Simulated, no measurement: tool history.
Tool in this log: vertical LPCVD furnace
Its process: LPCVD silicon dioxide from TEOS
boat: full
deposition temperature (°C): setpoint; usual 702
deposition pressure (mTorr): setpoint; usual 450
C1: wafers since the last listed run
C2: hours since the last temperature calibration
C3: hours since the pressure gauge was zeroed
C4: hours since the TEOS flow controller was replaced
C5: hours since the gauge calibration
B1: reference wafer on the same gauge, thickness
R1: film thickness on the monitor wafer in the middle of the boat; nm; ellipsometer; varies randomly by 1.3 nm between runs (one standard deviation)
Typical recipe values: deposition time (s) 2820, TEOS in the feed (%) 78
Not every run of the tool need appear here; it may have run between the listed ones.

{"run": 1, "hour": 0.0, "deposition temperature (°C)": 702, "deposition pressure (mTorr)": 450, "deposition time (s)": 2820, "TEOS in the feed (%)": 78, "C1": 0, "C2": 3733.6, "C3": 1947.3, "C4": 2486.3, "C5": 263, "B1": 539.45, "R1": 517.41}
{"run": 2, "hour": 19.4, "deposition temperature (°C)": 709, "deposition pressure (mTorr)": 380, "deposition time (s)": 2820, "TEOS in the feed (%)": 78, "C1": 171, "C2": 3753, "C3": 1966.7, "C4": 2505.7, "C5": 282.4, "B1": 539.49, "R1": 557.62}
{"run": 3, "hour": 79.1, "deposition temperature (°C)": 702, "deposition pressure (mTorr)": 450, "deposition time (s)": 2820, "TEOS in the feed (%)": 78, "C1": 528, "C2": 3812.7, "C3": 2026.4, "C4": 2565.4, "C5": 342.1, "B1": 539.75, "R1": 518.15}
{"run": 4, "hour": 97.9, "deposition temperature (°C)": 702, "deposition pressure (mTorr)": 450, "deposition time (s)": 2820, "TEOS in the feed (%)": 78, "C1": 166, "C2": 3831.5, "C3": 2045.2, "C4": 2584.2, "C5": 360.9, "B1": 540.15, "R1": 517.58}
{"run": 5, "hour": 106.7, "deposition temperature (°C)": 702, "deposition pressure (mTorr)": 450, "deposition time (s)": 2820, "TEOS in the feed (%)": 71, "C1": 77, "C2": 3840.3, "C3": 2054, "C4": 2593, "C5": 369.7, "B1": 540.18, "R1": 495.8}
{"run": 6, "hour": 113.7, "deposition temperature (°C)": 702, "deposition pressure (mTorr)": 450, "deposition time (s)": 2820, "TEOS in the feed (%)": 71, "C1": 61, "C2": 3847.3, "C3": 2061, "C4": 2600, "C5": 376.7, "B1": 540.14, "R1": 494.48}
{"hour": 139.0, "done": "pressure gauge zeroed"}
{"run": 7, "hour": 139.5, "deposition temperature (°C)": 702, "deposition pressure (mTorr)": 450, "deposition time (s)": 2820, "TEOS in the feed (%)": 78, "C1": 15, "C2": 3873.1, "C3": 0.5, "C4": 2625.8, "C5": 402.5, "B1": 539.95, "R1": 519.45}
{"run": 8, "hour": 191.9, "deposition temperature (°C)": 693, "deposition pressure (mTorr)": 385, "deposition time (s)": 1800, "TEOS in the feed (%)": 78, "C1": 463, "C2": 3925.5, "C3": 52.9, "C4": 2678.2, "C5": 454.9, "B1": 539.97, "R1": 249.68}
{"run": 9, "hour": 211.0, "deposition temperature (°C)": 702, "deposition pressure (mTorr)": 450, "deposition time (s)": 3300, "TEOS in the feed (%)": 78, "C1": 168, "C2": 3944.6, "C3": 72, "C4": 2697.3, "C5": 474, "B1": 540.05, "R1": 606.78}
{"run": 10, "hour": 222.4, "deposition temperature (°C)": 702, "deposition pressure (mTorr)": 450, "deposition time (s)": 3480, "TEOS in the feed (%)": 78, "C1": 100, "C2": 3956, "C3": 83.4, "C4": 2708.7, "C5": 485.4, "B1": 540.42, "R1": 642.18}
{"run": 11, "hour": 277.7, "deposition temperature (°C)": 702, "deposition pressure (mTorr)": 450, "deposition time (s)": 2820, "TEOS in the feed (%)": 78, "C1": 489, "C2": 4011.3, "C3": 138.7, "C4": 2764, "C5": 540.7, "B1": 539.97, "R1": 521.27}
{"hour": 313.1, "done": "TEOS flow controller replaced"}
{"hour": 313.3, "done": "gauge calibrated"}
{"run": 12, "hour": 313.6, "deposition temperature (°C)": 698, "deposition pressure (mTorr)": 450, "deposition time (s)": 3210, "TEOS in the feed (%)": 85, "C1": 105, "C2": 4047.2, "C3": 174.6, "C4": 0.5, "C5": 0.3, "B1": 539.58, "R1": 565.58}
{"run": 13, "hour": 318.4, "deposition temperature (°C)": 702, "deposition pressure (mTorr)": 450, "deposition time (s)": 3240, "TEOS in the feed (%)": 78, "C1": 42, "C2": 4052, "C3": 179.4, "C4": 5.3, "C5": 5.1, "B1": 540.19, "R1": 598.23}
{"run": 14, "hour": 323.1, "deposition temperature (°C)": 702, "deposition pressure (mTorr)": 450, "deposition time (s)": 2190, "TEOS in the feed (%)": 82, "C1": 41, "C2": 4056.7, "C3": 184.1, "C4": 10, "C5": 9.8, "B1": 540.32, "R1": 414.57}
{"run": 15, "hour": 333.0, "deposition temperature (°C)": 702, "deposition pressure (mTorr)": 450, "deposition time (s)": 2820, "TEOS in the feed (%)": 71, "C1": 87, "C2": 4066.6, "C3": 194, "C4": 19.9, "C5": 19.7, "B1": 540.13, "R1": 495.22}
{"run": 16, "hour": 345.9, "deposition temperature (°C)": 702, "deposition pressure (mTorr)": 450, "deposition time (s)": 2820, "TEOS in the feed (%)": 93, "C1": 114, "C2": 4079.5, "C3": 206.9, "C4": 32.8, "C5": 32.6, "B1": 539.91, "R1": 568.37}
{"hour": 381.3, "done": "thermocouples replaced and temperature profile calibrated"}
{"run": 17, "hour": 381.8, "deposition temperature (°C)": 702, "deposition pressure (mTorr)": 450, "deposition time (s)": 2820, "TEOS in the feed (%)": 78, "C1": 105, "C2": 0.5, "C3": 242.8, "C4": 68.7, "C5": 68.5, "B1": 539.85, "R1": 468.7}
{"run": 18, "hour": 386.5, "deposition temperature (°C)": 706, "deposition pressure (mTorr)": 450, "deposition time (s)": 2820, "TEOS in the feed (%)": 71, "C1": 41, "C2": 5.2, "C3": 247.5, "C4": 73.4, "C5": 73.2, "B1": 539.77, "R1": 490.99}
{"run": 19, "hour": 391.3, "deposition temperature (°C)": 692, "deposition pressure (mTorr)": 370, "deposition time (s)": 3240, "TEOS in the feed (%)": 87, "C1": 42, "C2": 10, "C3": 252.3, "C4": 78.2, "C5": 78, "B1": 539.92, "R1": 411.74}
{"run": 20, "hour": 400.4, "deposition temperature (°C)": 702, "deposition pressure (mTorr)": 450, "deposition time (s)": 3420, "TEOS in the feed (%)": 89, "C1": 80, "C2": 19.1, "C3": 261.4, "C4": 87.3, "C5": 87.1, "B1": 539.84, "R1": 612.46}
{"run": 21, "hour": 411.3, "deposition temperature (°C)": 713, "deposition pressure (mTorr)": 340, "deposition time (s)": 3480, "TEOS in the feed (%)": 74, "C1": 96, "C2": 30, "C3": 272.3, "C4": 98.2, "C5": 98, "B1": 540.61, "R1": 632.08}
{"run": 22, "hour": 423.6, "deposition temperature (°C)": 708, "deposition pressure (mTorr)": 450, "deposition time (s)": 2820, "TEOS in the feed (%)": 78, "C1": 108, "C2": 42.3, "C3": 284.6, "C4": 110.5, "C5": 110.3, "B1": 540.48, "R1": 541.02}
{"run": 23, "hour": 439.5, "deposition temperature (°C)": 702, "deposition pressure (mTorr)": 450, "deposition time (s)": 2820, "TEOS in the feed (%)": 78, "C1": 140, "C2": 58.2, "C3": 300.5, "C4": 126.4, "C5": 126.2, "B1": 540.32, "R1": 470.83}
{"run": 24, "hour": 459.0, "deposition temperature (°C)": 707, "deposition pressure (mTorr)": 355, "deposition time (s)": 2820, "TEOS in the feed (%)": 78, "C1": 172, "C2": 77.7, "C3": 320, "C4": 145.9, "C5": 145.7, "B1": 539.68, "R1": 470.14}
{"run": 25, "hour": 472.2, "deposition temperature (°C)": 698, "deposition pressure (mTorr)": 490, "deposition time (s)": 2820, "TEOS in the feed (%)": 78, "C1": 116, "C2": 90.9, "C3": 333.2, "C4": 159.1, "C5": 158.9, "B1": 540.5, "R1": 448.23}
{"run": 26, "hour": 485.6, "deposition temperature (°C)": 712, "deposition pressure (mTorr)": 450, "deposition time (s)": 2820, "TEOS in the feed (%)": 78, "C1": 118, "C2": 104.3, "C3": 346.6, "C4": 172.5, "C5": 172.3, "B1": 539.93, "R1": 590.89}
{"run": 27, "hour": 501.7, "deposition temperature (°C)": 702, "deposition pressure (mTorr)": 450, "deposition time (s)": 2820, "TEOS in the feed (%)": 78, "C1": 142, "C2": 120.4, "C3": 362.7, "C4": 188.6, "C5": 188.4, "B1": 539.91, "R1": 473.17}
{"run": 28, "hour": 508.7, "deposition temperature (°C)": 695, "deposition pressure (mTorr)": 450, "deposition time (s)": 2820, "TEOS in the feed (%)": 84, "C1": 61, "C2": 127.4, "C3": 369.7, "C4": 195.6, "C5": 195.4, "B1": 539.94, "R1": 414.7}
{"run": 29, "hour": 528.4, "deposition temperature (°C)": 702, "deposition pressure (mTorr)": 450, "deposition time (s)": 2460, "TEOS in the feed (%)": 78, "C1": 174, "C2": 147.1, "C3": 389.4, "C4": 215.3, "C5": 215.1, "B1": 539.68, "R1": 412.94}
{"run": 30, "hour": 535.5, "deposition temperature (°C)": 702, "deposition pressure (mTorr)": 375, "deposition time (s)": 2820, "TEOS in the feed (%)": 78, "C1": 62, "C2": 154.2, "C3": 396.5, "C4": 222.4, "C5": 222.2, "B1": 540.08, "R1": 432.42}

5 ways to go on from here, each from the tool as it stands after run 30. What would each give?
{"run": "A", "hour": 540.3, "deposition temperature (°C)": 702, "deposition pressure (mTorr)": 500, "deposition time (s)": 2820, "TEOS in the feed (%)": 78, "C1": 42, "C2": 159, "C3": 401.3, "C4": 227.2, "C5": 227, "B1": "?", "R1": "?"}
{"run": "B", "hour": 540.3, "deposition temperature (°C)": 691, "deposition pressure (mTorr)": 530, "deposition time (s)": 2160, "TEOS in the feed (%)": 72, "C1": 42, "C2": 159, "C3": 401.3, "C4": 227.2, "C5": 227, "B1": "?", "R1": "?"}
{"run": "C", "hour": 540.3, "deposition temperature (°C)": 702, "deposition pressure (mTorr)": 450, "deposition time (s)": 2490, "TEOS in the feed (%)": 89, "C1": 42, "C2": 159, "C3": 401.3, "C4": 227.2, "C5": 227, "B1": "?", "R1": "?"}
{"run": "D", "hour": 540.3, "deposition temperature (°C)": 691, "deposition pressure (mTorr)": 450, "deposition time (s)": 2820, "TEOS in the feed (%)": 78, "C1": 42, "C2": 159, "C3": 401.3, "C4": 227.2, "C5": 227, "B1": "?", "R1": "?"}
{"run": "E", "hour": 540.3, "deposition temperature (°C)": 702, "deposition pressure (mTorr)": 555, "deposition time (s)": 1920, "TEOS in the feed (%)": 89, "C1": 42, "C2": 159, "C3": 401.3, "C4": 227.2, "C5": 227, "B1": "?", "R1": "?"}

run=A B1=540.15 R1=497.66
run=B B1=540.15 R1=291.44
run=C B1=540.15 R1=445.3
run=D B1=540.15 R1=364.91
run=E B1=540.15 R1=381.33
Without the tool's hidden state the same runs would have given:
run=A R1=494.7
run=B R1=289.66
run=C R1=442.65
run=D R1=362.69
run=E R1=379.06
